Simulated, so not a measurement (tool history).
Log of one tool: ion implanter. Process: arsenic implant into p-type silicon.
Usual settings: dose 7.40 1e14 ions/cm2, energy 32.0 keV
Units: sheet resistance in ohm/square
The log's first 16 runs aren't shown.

run    hour  dose  energy  wafers since the last listed run  hours since the last dose calibration  hours since the extraction supply was calibrated  hours since the gauge calibration  read-back reference wafer on the same gauge, sheet resistance  sheet resistance
 17  1037.7  7.40    32.0                              1084                                  203.0                                            2244.7                             1392.5                                                         118.96            129.23
     1072.9  -- extraction supply calibrated
 18  1073.4  6.42    24.5                               519                                  238.7                                               0.5                             1428.2                                                         118.94            148.62
 19  1121.5  7.40    32.0                               902                                  286.8                                              48.6                             1476.3                                                         119.12            128.11
 20  1188.6  6.50    21.0                              1259                                  353.9                                             115.7                             1543.4                                                         119.07            149.99
 21  1232.8  7.40    32.0                               829                                  398.1                                             159.9                             1587.6                                                         118.98            128.42
 22  1271.2  5.90    42.5                               720                                  436.5                                             198.3                             1626.0                                                         119.00            145.98
 23  1339.8  9.60    35.0                              1287                                  505.1                                             266.9                             1694.6                                                         119.00            104.95
 24  1388.3  7.40    36.0                               910                                  553.6                                             315.4                             1743.1                                                         119.08            125.76
     1402.9  -- gauge calibrated
 25  1430.6  9.04    32.0                               793                                  595.9                                             357.7                               27.7                                                         118.99            111.16
 26  1472.4  8.78    26.0                               784                                  637.7                                             399.5                               69.5                                                         119.04            116.85
 27  1533.7  8.83    32.0                              1150                                  699.0                                             460.8                              130.8                                                         119.04            112.25
 28  1596.1  5.83    23.0                              1171                                  761.4                                             523.2                              193.2                                                         119.11            160.32
 29  1665.5  6.76    23.0                              1302                                  830.8                                             592.6                              262.6                                                         119.05            143.18
 30  1690.3  8.64    28.5                               465                                  855.6                                             617.4                              287.4                                                         118.94            116.50
 31  1751.3  8.08    32.0                              1144                                  916.6                                             678.4                              348.4                                                         118.98            119.77
 32  1801.3  5.68    32.0                               938                                  966.6                                             728.4                              398.4                                                         119.07            155.51
 33  1842.4  5.65    42.0                               771                                 1007.7                                             769.5                              439.5                                                         118.98            150.02
 34  1905.4  5.61    23.0                              1182                                 1070.7                                             832.5                              502.5                                                         119.01            164.62

Forecast each of these 4 alternatives for the next run:
  A  1905.8  7.40    32.0                                 7                                 1071.1                                             832.9                              502.9                                                              ?                 ?
  B  1905.8  6.69    23.0                                 7                                 1071.1                                             832.9                              502.9                                                              ?                 ?
  C  1905.8  8.15    26.0                                 7                                 1071.1                                             832.9                              502.9                                                              ?                 ?
  D  1905.8  5.83    29.0                                 7                                 1071.1                                             832.9                              502.9                                                              ?                 ?

run  read-back reference wafer on the same gauge, sheet resistance  sheet resistance
  A                                                         119.01            127.39
  B                                                         119.01            143.88
  C                                                         119.01            122.50
  D                                                         119.01            154.55
Without the tool's hidden state the same runs would have given:
run  sheet resistance
  A            128.67
  B            145.36
  C            123.69
  D            156.17
